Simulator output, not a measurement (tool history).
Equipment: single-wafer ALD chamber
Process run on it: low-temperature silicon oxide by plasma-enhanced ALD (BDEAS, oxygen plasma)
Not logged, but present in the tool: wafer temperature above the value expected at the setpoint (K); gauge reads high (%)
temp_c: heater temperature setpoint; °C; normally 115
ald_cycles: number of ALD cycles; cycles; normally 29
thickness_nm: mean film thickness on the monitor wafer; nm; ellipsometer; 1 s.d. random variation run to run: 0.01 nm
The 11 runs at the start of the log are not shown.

run	hour	temp_c	ald_cycles	wafers since the last listed run	hours since the last thermocouple change	hours since the gauge calibration	read-back reference wafer on the same gauge, thickness_nm	thickness_nm
12	133.5	115	34	88	1031.5	267.0	3.833	4.940
13	141.9	115	29	44	1039.9	275.4	3.836	4.233
14	156.9	115	29	79	1054.9	290.4	3.841	4.204
15	173.3	115	31	87	1071.3	306.8	3.841	4.505
16	188.4	115	31	80	1086.4	321.9	3.849	4.496
17	204.2	115	31	83	1102.2	337.7	3.846	4.516
18	211.7	115	29	39	1109.7	345.2	3.856	4.233
# hour 263.9: thermocouple changed; heater temperature recalibrated
19	264.4	115	25	237	0.5	397.9	3.865	3.664
20	285.6	115	29	112	21.7	419.1	3.867	4.221

Predict the results of run 21:
# hour 291.9: gauge calibrated
21	301.6	126	25	85	37.7	9.7	?	?

{"run 21": {"read-back reference wafer on the same gauge, thickness_nm": 3.812, "thickness_nm": 3.535}}
Were there no unlogged condition in the tool, this run, its random variation unchanged, would have produced thickness_nm 3.533 nm.
